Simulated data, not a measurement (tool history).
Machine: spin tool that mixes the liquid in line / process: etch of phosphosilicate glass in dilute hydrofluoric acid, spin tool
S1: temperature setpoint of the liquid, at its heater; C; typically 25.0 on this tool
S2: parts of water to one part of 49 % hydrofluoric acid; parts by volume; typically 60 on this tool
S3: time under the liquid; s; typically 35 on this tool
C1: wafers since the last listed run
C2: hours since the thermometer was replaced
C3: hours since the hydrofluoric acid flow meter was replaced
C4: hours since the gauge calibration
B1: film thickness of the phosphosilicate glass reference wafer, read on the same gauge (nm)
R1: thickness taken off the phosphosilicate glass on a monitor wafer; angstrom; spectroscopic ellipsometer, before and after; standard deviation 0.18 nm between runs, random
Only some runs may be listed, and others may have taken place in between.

| run | hour | S1 | S2 | S3 | C1 | C2 | C3 | C4 | B1 | R1 |
|---|---|---|---|---|---|---|---|---|---|---|
| 1 | 0.0 | 25.0 | 60 | 35 | 0 | 145.5 | 485.6 | 1703.0 | 89.98 | 599.2 |
| 2 | 67.6 | 25.0 | 60 | 35 | 560 | 213.1 | 553.2 | 1770.6 | 89.94 | 598.5 |
| 3 | 127.9 | 25.0 | 60 | 35 | 499 | 273.4 | 613.5 | 1830.9 | 89.99 | 599.6 |
| 4 | 184.3 | 25.0 | 60 | 35 | 467 | 329.8 | 669.9 | 1887.3 | 90.02 | 600.9 |
| 5 | 232.9 | 25.0 | 60 | 35 | 402 | 378.4 | 718.5 | 1935.9 | 89.98 | 604.0 |
| 6 | 291.5 | 25.0 | 60 | 35 | 485 | 437.0 | 777.1 | 1994.5 | 89.98 | 598.5 |
| 7 | 390.5 | 25.0 | 60 | 45 | 820 | 536.0 | 876.1 | 2093.5 | 89.99 | 773.0 |
| 8 | 522.5 | 25.0 | 40 | 35 | 1093 | 668.0 | 1008.1 | 2225.5 | 90.03 | 930.0 |
| 9 | 628.7 | 25.0 | 80 | 35 | 880 | 774.2 | 1114.3 | 2331.7 | 89.93 | 437.9 |
| 10 | 668.0 | 25.0 | 80 | 35 | 325 | 813.5 | 1153.6 | 2371.0 | 89.97 | 439.4 |
|  | 701.0 | thermometer replaced |
| 11 | 809.6 | 25.0 | 80 | 35 | 1165 | 108.6 | 1295.2 | 2512.6 | 89.94 | 437.5 |
|  | 867.4 | gauge calibrated |
| 12 | 889.7 | 25.0 | 60 | 35 | 663 | 188.7 | 1375.3 | 22.3 | 90.04 | 601.1 |
|  | 897.9 | hydrofluoric acid flow meter replaced |
| 13 | 944.9 | 22.0 | 50 | 20 | 449 | 243.9 | 47.0 | 77.5 | 89.99 | 368.4 |
| 14 | 1035.1 | 25.0 | 60 | 35 | 747 | 334.1 | 137.2 | 167.7 | 89.98 | 604.4 |
| 15 | 1101.4 | 25.0 | 60 | 35 | 549 | 400.4 | 203.5 | 234.0 | 89.99 | 600.7 |
| 16 | 1171.1 | 25.0 | 30 | 45 | 577 | 470.1 | 273.2 | 303.7 | 90.01 | 1610.8 |
| 17 | 1266.0 | 28.0 | 45 | 40 | 786 | 565.0 | 368.1 | 398.6 | 90.01 | 1054.2 |
| 18 | 1327.2 | 27.0 | 40 | 15 | 507 | 626.2 | 429.3 | 459.8 | 90.02 | 431.0 |
| 19 | 1418.8 | 30.0 | 85 | 35 | 759 | 717.8 | 520.9 | 551.4 | 90.02 | 499.4 |
| 20 | 1507.1 | 25.0 | 50 | 35 | 731 | 806.1 | 609.2 | 639.7 | 90.01 | 732.6 |
|  | 1537.2 | thermometer replaced |
| 21 | 1569.9 | 26.5 | 70 | 20 | 512 | 32.7 | 672.0 | 702.5 | 90.03 | 307.8 |
| 22 | 1653.7 | 25.0 | 60 | 35 | 694 | 116.5 | 755.8 | 786.3 | 89.96 | 602.9 |
| 23 | 1694.6 | 25.0 | 85 | 30 | 338 | 157.4 | 796.7 | 827.2 | 90.01 | 352.2 |
| 24 | 1752.1 | 28.0 | 60 | 35 | 476 | 214.9 | 854.2 | 884.7 | 89.99 | 677.9 |
| 25 | 1854.9 | 25.0 | 60 | 35 | 851 | 317.7 | 957.0 | 987.5 | 90.04 | 598.2 |
| 26 | 1902.9 | 25.0 | 80 | 50 | 397 | 365.7 | 1005.0 | 1035.5 | 89.99 | 628.3 |
| 27 | 1987.0 | 27.0 | 50 | 25 | 696 | 449.8 | 1089.1 | 1119.6 | 89.96 | 566.2 |
| 28 | 2088.2 | 25.0 | 60 | 35 | 838 | 551.0 | 1190.3 | 1220.8 | 90.03 | 602.6 |
|  | 2099.4 | hydrofluoric acid flow meter replaced |
| 29 | 2368.0 | 25.0 | 60 | 35 | 2310 | 830.8 | 268.6 | 1500.6 | 90.01 | 600.8 |
|  | 2397.1 | thermometer replaced |
| 30 | 2457.9 | 22.0 | 30 | 15 | 736 | 60.8 | 358.5 | 1590.5 | 90.01 | 473.1 |
| 31 | 2494.1 | 22.5 | 45 | 50 | 300 | 97.0 | 394.7 | 1626.7 | 90.00 | 1049.0 |
| 32 | 2568.8 | 26.5 | 45 | 55 | 619 | 171.7 | 469.4 | 1701.4 | 90.00 | 1368.9 |

For each run, what was the tool's unlogged condition?
liquid hotter than its thermometer reads (K): 0 at every run
hydrofluoric acid flow below the setpoint (%): 0 at every run
gauge reads high (%): 0 at every run

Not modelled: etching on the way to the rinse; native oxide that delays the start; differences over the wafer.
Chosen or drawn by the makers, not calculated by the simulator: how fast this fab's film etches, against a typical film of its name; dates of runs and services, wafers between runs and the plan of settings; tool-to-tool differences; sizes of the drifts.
